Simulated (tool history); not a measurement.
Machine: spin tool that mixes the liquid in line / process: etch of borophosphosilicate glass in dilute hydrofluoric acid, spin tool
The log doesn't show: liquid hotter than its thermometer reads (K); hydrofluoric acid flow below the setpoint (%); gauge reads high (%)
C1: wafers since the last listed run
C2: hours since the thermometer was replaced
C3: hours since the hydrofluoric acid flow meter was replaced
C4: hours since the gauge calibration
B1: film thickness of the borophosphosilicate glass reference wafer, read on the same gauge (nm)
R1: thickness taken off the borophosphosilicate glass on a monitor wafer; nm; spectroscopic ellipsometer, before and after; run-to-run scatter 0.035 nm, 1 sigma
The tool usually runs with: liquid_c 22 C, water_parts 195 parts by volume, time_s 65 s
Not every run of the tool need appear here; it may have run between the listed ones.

{"run": 1, "hour": 0.0, "liquid_c": 22, "water_parts": 195, "time_s": 65, "C1": 0, "C2": 1467.5, "C3": 277.9, "C4": 700, "B1": 60.02, "R1": 7.26}
{"run": 2, "hour": 49.0, "liquid_c": 22, "water_parts": 195, "time_s": 65, "C1": 868, "C2": 1516.5, "C3": 326.9, "C4": 749, "B1": 60.02, "R1": 7.3}
{"run": 3, "hour": 91.0, "liquid_c": 22, "water_parts": 195, "time_s": 65, "C1": 744, "C2": 1558.5, "C3": 368.9, "C4": 791, "B1": 60.01, "R1": 7.23}
{"run": 4, "hour": 153.8, "liquid_c": 22, "water_parts": 195, "time_s": 65, "C1": 1113, "C2": 1621.3, "C3": 431.7, "C4": 853.8, "B1": 59.97, "R1": 7.27}
{"run": 5, "hour": 235.4, "liquid_c": 22, "water_parts": 195, "time_s": 65, "C1": 1446, "C2": 1702.9, "C3": 513.3, "C4": 935.4, "B1": 60, "R1": 7.25}
{"run": 6, "hour": 342.0, "liquid_c": 22, "water_parts": 195, "time_s": 65, "C1": 1889, "C2": 1809.5, "C3": 619.9, "C4": 1042, "B1": 60, "R1": 7.27}
{"run": 7, "hour": 395.6, "liquid_c": 20.5, "water_parts": 195, "time_s": 65, "C1": 950, "C2": 1863.1, "C3": 673.5, "C4": 1095.6, "B1": 59.97, "R1": 6.91}
{"run": 8, "hour": 471.4, "liquid_c": 20.5, "water_parts": 195, "time_s": 65, "C1": 1343, "C2": 1938.9, "C3": 749.3, "C4": 1171.4, "B1": 60, "R1": 6.86}
{"run": 9, "hour": 519.8, "liquid_c": 20.5, "water_parts": 195, "time_s": 65, "C1": 858, "C2": 1987.3, "C3": 797.7, "C4": 1219.8, "B1": 59.99, "R1": 6.95}
{"run": 10, "hour": 586.8, "liquid_c": 22, "water_parts": 195, "time_s": 65, "C1": 1187, "C2": 2054.3, "C3": 864.7, "C4": 1286.8, "B1": 60, "R1": 7.32}
{"run": 11, "hour": 679.8, "liquid_c": 22, "water_parts": 195, "time_s": 65, "C1": 1648, "C2": 2147.3, "C3": 957.7, "C4": 1379.8, "B1": 60.03, "R1": 7.33}
{"run": 12, "hour": 780.8, "liquid_c": 22, "water_parts": 195, "time_s": 65, "C1": 1790, "C2": 2248.3, "C3": 1058.7, "C4": 1480.8, "B1": 60.05, "R1": 7.23}
{"run": 13, "hour": 836.0, "liquid_c": 22, "water_parts": 130, "time_s": 65, "C1": 978, "C2": 2303.5, "C3": 1113.9, "C4": 1536, "B1": 60, "R1": 11.78}
{"run": 14, "hour": 897.8, "liquid_c": 22, "water_parts": 130, "time_s": 65, "C1": 1095, "C2": 2365.3, "C3": 1175.7, "C4": 1597.8, "B1": 60.02, "R1": 11.8}
{"run": 15, "hour": 949.9, "liquid_c": 19, "water_parts": 195, "time_s": 65, "C1": 923, "C2": 2417.4, "C3": 1227.8, "C4": 1649.9, "B1": 60.04, "R1": 6.49}
{"hour": 1025.6, "done": "gauge calibrated"}
{"run": 16, "hour": 1032.8, "liquid_c": 19, "water_parts": 195, "time_s": 65, "C1": 1469, "C2": 2500.3, "C3": 1310.7, "C4": 7.2, "B1": 60.01, "R1": 6.54}
{"hour": 1209.0, "done": "hydrofluoric acid flow meter replaced"}
{"run": 17, "hour": 1316.3, "liquid_c": 22, "water_parts": 130, "time_s": 45, "C1": 5008, "C2": 2783.8, "C3": 107.3, "C4": 290.7, "B1": 60.02, "R1": 8.35}
{"run": 18, "hour": 1359.1, "liquid_c": 22, "water_parts": 195, "time_s": 65, "C1": 758, "C2": 2826.6, "C3": 150.1, "C4": 333.5, "B1": 59.97, "R1": 7.54}
{"run": 19, "hour": 1459.6, "liquid_c": 18.5, "water_parts": 145, "time_s": 30, "C1": 1781, "C2": 2927.1, "C3": 250.6, "C4": 434, "B1": 60.02, "R1": 4.29}
{"hour": 1484.5, "done": "thermometer replaced"}
{"run": 20, "hour": 1556.5, "liquid_c": 22, "water_parts": 195, "time_s": 65, "C1": 1700, "C2": 72, "C3": 347.5, "C4": 530.9, "B1": 59.99, "R1": 7.09}
{"run": 21, "hour": 1593.0, "liquid_c": 17.5, "water_parts": 130, "time_s": 65, "C1": 647, "C2": 108.5, "C3": 384, "C4": 567.4, "B1": 60.01, "R1": 9.5}
{"run": 22, "hour": 1688.3, "liquid_c": 25.5, "water_parts": 195, "time_s": 65, "C1": 1689, "C2": 203.8, "C3": 479.3, "C4": 662.7, "B1": 60.01, "R1": 8.14}
{"run": 23, "hour": 1787.7, "liquid_c": 19.5, "water_parts": 155, "time_s": 35, "C1": 1762, "C2": 303.2, "C3": 578.7, "C4": 762.1, "B1": 59.99, "R1": 4.57}
{"run": 24, "hour": 1882.1, "liquid_c": 19, "water_parts": 195, "time_s": 65, "C1": 1673, "C2": 397.6, "C3": 673.1, "C4": 856.5, "B1": 60, "R1": 6.29}
{"run": 25, "hour": 1926.5, "liquid_c": 20.5, "water_parts": 165, "time_s": 80, "C1": 787, "C2": 442, "C3": 717.5, "C4": 900.9, "B1": 60.02, "R1": 9.97}
{"run": 26, "hour": 1992.3, "liquid_c": 25, "water_parts": 125, "time_s": 55, "C1": 1166, "C2": 507.8, "C3": 783.3, "C4": 966.7, "B1": 60.02, "R1": 11.46}
{"run": 27, "hour": 2083.4, "liquid_c": 18, "water_parts": 130, "time_s": 65, "C1": 1615, "C2": 598.9, "C3": 874.4, "C4": 1057.8, "B1": 59.99, "R1": 9.83}
{"run": 28, "hour": 2180.4, "liquid_c": 23.5, "water_parts": 195, "time_s": 35, "C1": 1719, "C2": 695.9, "C3": 971.4, "C4": 1154.8, "B1": 59.98, "R1": 3.99}
{"run": 29, "hour": 2272.6, "liquid_c": 19.5, "water_parts": 260, "time_s": 95, "C1": 1634, "C2": 788.1, "C3": 1063.6, "C4": 1247, "B1": 60.01, "R1": 6.62}
{"run": 30, "hour": 2354.3, "liquid_c": 22, "water_parts": 130, "time_s": 45, "C1": 1448, "C2": 869.8, "C3": 1145.3, "C4": 1328.7, "B1": 60, "R1": 7.87}
{"run": 31, "hour": 2401.7, "liquid_c": 22, "water_parts": 155, "time_s": 30, "C1": 840, "C2": 917.2, "C3": 1192.7, "C4": 1376.1, "B1": 60, "R1": 4.28}
{"run": 32, "hour": 2494.0, "liquid_c": 18, "water_parts": 290, "time_s": 40, "C1": 1636, "C2": 1009.5, "C3": 1285, "C4": 1468.4, "B1": 60, "R1": 2.31}
{"hour": 2516.8, "done": "gauge calibrated"}
{"run": 33, "hour": 2567.9, "liquid_c": 25.5, "water_parts": 120, "time_s": 95, "C1": 1310, "C2": 1083.4, "C3": 1358.9, "C4": 51.1, "B1": 59.98, "R1": 20.92}

Here are 3 independent what-if runs from the current tool condition. What would each one return?
{"run": "A", "hour": 2568.3, "liquid_c": 22, "water_parts": 195, "time_s": 90, "C1": 7, "C2": 1083.8, "C3": 1359.3, "C4": 51.5, "B1": "?", "R1": "?"}
{"run": "B", "hour": 2568.3, "liquid_c": 22, "water_parts": 195, "time_s": 25, "C1": 7, "C2": 1083.8, "C3": 1359.3, "C4": 51.5, "B1": "?", "R1": "?"}
{"run": "C", "hour": 2568.3, "liquid_c": 19.5, "water_parts": 110, "time_s": 55, "C1": 7, "C2": 1083.8, "C3": 1359.3, "C4": 51.5, "B1": "?", "R1": "?"}

run=A B1=60 R1=9.78
run=B B1=60 R1=2.72
run=C B1=60 R1=10.55
Stripped of hidden state, with their random variation kept, the same runs would have yielded:
run=A R1=9.83
run=B R1=2.73
run=C R1=10.56
